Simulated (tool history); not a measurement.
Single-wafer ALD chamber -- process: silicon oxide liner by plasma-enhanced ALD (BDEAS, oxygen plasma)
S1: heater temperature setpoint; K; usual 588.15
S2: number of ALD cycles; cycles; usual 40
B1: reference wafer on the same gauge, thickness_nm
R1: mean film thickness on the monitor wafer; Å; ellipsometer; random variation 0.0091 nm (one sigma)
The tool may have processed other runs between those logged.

Run 1, hour 0: usual settings but S1 596.15 K; B1 4.109. Result: R1 35.17 Å.
Run 2, hour 52.3: usual settings; B1 4.103. Result: R1 35.54 Å.
Run 3, hour 92: usual settings; B1 4.097. Result: R1 35.52 Å.
At hour 128: gauge calibrated.
Run 4, hour 128.2: usual settings; B1 4.232. Result: R1 36.46 Å.
Run 5, hour 209.4: usual settings; B1 4.22. Result: R1 36.46 Å.
Run 6, hour 292.5: usual settings but S1 581.15 K, S2 38 cycles; B1 4.207. Result: R1 34.9 Å.
Run 7, hour 356.6: usual settings but S1 581.15 K, S2 38 cycles; B1 4.197. Result: R1 34.96 Å.
Run 8, hour 402.7: usual settings; B1 4.196. Result: R1 36.25 Å.
Run 9, hour 450.5: usual settings; B1 4.186. Result: R1 36.26 Å.
Run 10, hour 514.3: usual settings; B1 4.176. Result: R1 36.06 Å.
Run 11, hour 583.2: usual settings but S2 35 cycles; B1 4.167. Result: R1 31.59 Å.
Run 12, hour 669.7: usual settings; B1 4.155. Result: R1 36.01 Å.
At hour 698.2: thermocouple changed; heater temperature recalibrated.
Run 13, hour 730.9: usual settings but S1 601.15 K, S2 33 cycles; B1 4.15. Result: R1 29 Å.
Run 14, hour 817.9: usual settings; B1 4.135. Result: R1 35.67 Å.
Run 15, hour 858.7: usual settings but S1 583.15 K, S2 45 cycles; B1 4.133. Result: R1 40.51 Å.
Run 16, hour 904.3: usual settings but S1 601.15 K, S2 47 cycles; B1 4.126. Result: R1 41.05 Å.
Run 17, hour 949.1: usual settings; B1 4.117. Result: R1 35.74 Å.
Run 18, hour 1048.7: usual settings but S1 602.15 K, S2 34 cycles; B1 4.103. Result: R1 29.41 Å.
Run 19, hour 1103.9: usual settings but S2 44 cycles; B1 4.096. Result: R1 38.97 Å.
At hour 1135.7: gauge calibrated.
Run 20, hour 1199.2: usual settings but S2 47 cycles; B1 4.208. Result: R1 42.87 Å.
Run 21, hour 1242.3: usual settings but S1 602.15 K, S2 34 cycles; B1 4.205. Result: R1 30.25 Å.
Run 22, hour 1346.2: usual settings but S2 44 cycles; B1 4.192. Result: R1 39.9 Å.
Run 23, hour 1415.3: usual settings but S1 602.15 K, S2 46 cycles; B1 4.18. Result: R1 40.62 Å.
Run 24, hour 1482: usual settings but S1 581.15 K, S2 34 cycles; B1 4.171. Result: R1 31.11 Å.

Exercise: give the hidden state of the tool at every run:
wafer temperature above the value expected at the setpoint (K): 0 in every run
H1: gauge reads high (%)
run        H1
  1     -2.64
  2     -2.81
  3     -2.94
  4     0.261
  5  -0.00471
  6    -0.277
  7    -0.487
  8    -0.638
  9    -0.794
 10        -1
 11     -1.23
 12     -1.51
 13     -1.71
 14        -2
 15     -2.13
 16     -2.28
 17     -2.43
 18     -2.75
 19     -2.93
 20    -0.211
 21    -0.352
 22    -0.692
 23    -0.918
 24     -1.14
